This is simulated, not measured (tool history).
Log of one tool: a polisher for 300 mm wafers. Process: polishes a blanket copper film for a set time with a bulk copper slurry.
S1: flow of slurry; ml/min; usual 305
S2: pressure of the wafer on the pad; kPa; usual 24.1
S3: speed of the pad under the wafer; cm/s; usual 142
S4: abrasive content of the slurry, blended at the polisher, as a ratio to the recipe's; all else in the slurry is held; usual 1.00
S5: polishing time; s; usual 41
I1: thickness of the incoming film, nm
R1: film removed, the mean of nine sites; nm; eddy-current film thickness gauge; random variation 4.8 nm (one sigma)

| run | hour | S1 | S2 | S3 | S4 | S5 | I1 | R1 |
|---|---|---|---|---|---|---|---|---|
| 1 | 0.0 | 305 | 24.1 | 142 | 1.00 | 41 | 1898.0 | 611.2 |
| 2 | 86.8 | 305 | 24.1 | 142 | 1.00 | 41 | 1912.8 | 600.0 |
|  | 99.1 | slurry nozzle cleaned |
| 3 | 154.7 | 305 | 24.1 | 142 | 1.20 | 41 | 1859.6 | 636.2 |
| 4 | 220.6 | 365 | 24.1 | 142 | 1.00 | 41 | 1913.3 | 610.8 |
|  | 261.0 | head pressure recalibrated |
| 5 | 294.7 | 365 | 24.1 | 142 | 1.00 | 41 | 1904.2 | 653.1 |
| 6 | 365.7 | 305 | 26.9 | 156 | 1.00 | 41 | 1878.0 | 777.5 |
|  | 385.5 | slurry blender recalibrated |
|  | 392.5 | worn pad replaced by a new one |
| 7 | 446.9 | 305 | 26.9 | 156 | 1.00 | 41 | 1925.3 | 802.3 |
|  | 488.8 | slurry nozzle cleaned |
| 8 | 510.4 | 305 | 24.1 | 142 | 1.00 | 41 | 1877.5 | 648.8 |
| 9 | 553.2 | 305 | 20.0 | 142 | 1.00 | 41 | 1864.3 | 530.3 |
| 10 | 658.1 | 305 | 24.1 | 142 | 1.00 | 41 | 1881.6 | 617.9 |
| 11 | 737.4 | 305 | 24.1 | 142 | 1.00 | 41 | 1903.3 | 609.6 |
|  | 798.0 | worn pad replaced by a new one |
| 12 | 818.8 | 305 | 20.7 | 142 | 1.00 | 41 | 1889.3 | 552.1 |
| 13 | 872.0 | 305 | 20.7 | 142 | 1.00 | 41 | 1892.6 | 548.5 |
|  | 897.4 | slurry blender recalibrated |
| 14 | 945.7 | 305 | 24.1 | 142 | 1.00 | 37 | 1866.0 | 552.5 |
|  | 992.4 | slurry nozzle cleaned |
| 15 | 1029.7 | 305 | 28.3 | 142 | 1.10 | 33 | 1856.4 | 592.7 |
|  | 1043.5 | head pressure recalibrated |
| 16 | 1112.1 | 305 | 24.1 | 98 | 1.00 | 41 | 1854.0 | 438.9 |
| 17 | 1192.1 | 225 | 20.7 | 182 | 1.00 | 47 | 1870.5 | 759.6 |
| 18 | 1234.3 | 305 | 24.1 | 142 | 1.00 | 36 | 1886.1 | 551.0 |
|  | 1273.3 | worn pad replaced by a new one |
| 19 | 1324.1 | 305 | 24.1 | 142 | 1.00 | 41 | 1886.9 | 637.3 |
|  | 1355.9 | slurry blender recalibrated |
| 20 | 1366.2 | 250 | 27.6 | 98 | 1.00 | 54 | 1864.1 | 640.4 |
| 21 | 1442.6 | 305 | 24.1 | 142 | 1.00 | 41 | 1928.5 | 615.0 |
|  | 1482.5 | slurry nozzle cleaned |
| 22 | 1491.2 | 225 | 20.7 | 182 | 1.00 | 47 | 1891.9 | 744.3 |
| 23 | 1587.2 | 250 | 24.1 | 178 | 0.80 | 46 | 1891.3 | 766.4 |
| 24 | 1669.0 | 305 | 24.1 | 142 | 1.15 | 29 | 1898.8 | 438.5 |
|  | 1678.0 | worn pad replaced by a new one |
| 25 | 1736.7 | 345 | 24.1 | 142 | 0.90 | 34 | 1887.1 | 499.5 |
|  | 1811.4 | slurry blender recalibrated |
| 26 | 1836.5 | 305 | 24.1 | 142 | 1.00 | 41 | 1895.9 | 600.6 |
|  | 1850.3 | head pressure recalibrated |
|  | 1868.2 | slurry nozzle cleaned |
| 27 | 1932.2 | 305 | 24.1 | 164 | 1.20 | 35 | 1900.7 | 660.1 |
| 28 | 1997.3 | 305 | 21.4 | 142 | 1.00 | 41 | 1893.6 | 552.4 |
| 29 | 2084.0 | 305 | 24.1 | 142 | 1.00 | 41 | 1863.7 | 612.7 |
|  | 2097.0 | worn pad replaced by a new one |
| 30 | 2121.3 | 250 | 24.1 | 142 | 1.00 | 41 | 1873.1 | 627.9 |

Forecast each of these 3 alternatives for the next run:
| A | 2121.7 | 205 | 24.1 | 142 | 1.00 | 41 | 1853.4 | ? |
| B | 2121.7 | 220 | 24.1 | 114 | 1.30 | 29 | 1853.4 | ? |
| C | 2121.7 | 210 | 29.0 | 118 | 1.00 | 41 | 1853.4 | ? |

| run | R1 |
|---|---|
| A | 615.2 |
| B | 380.2 |
| C | 615.8 |
Without the tool's hidden state the same runs would have given:
| run | R1 |
|---|---|
| A | 667.0 |
| B | 412.2 |
| C | 667.6 |
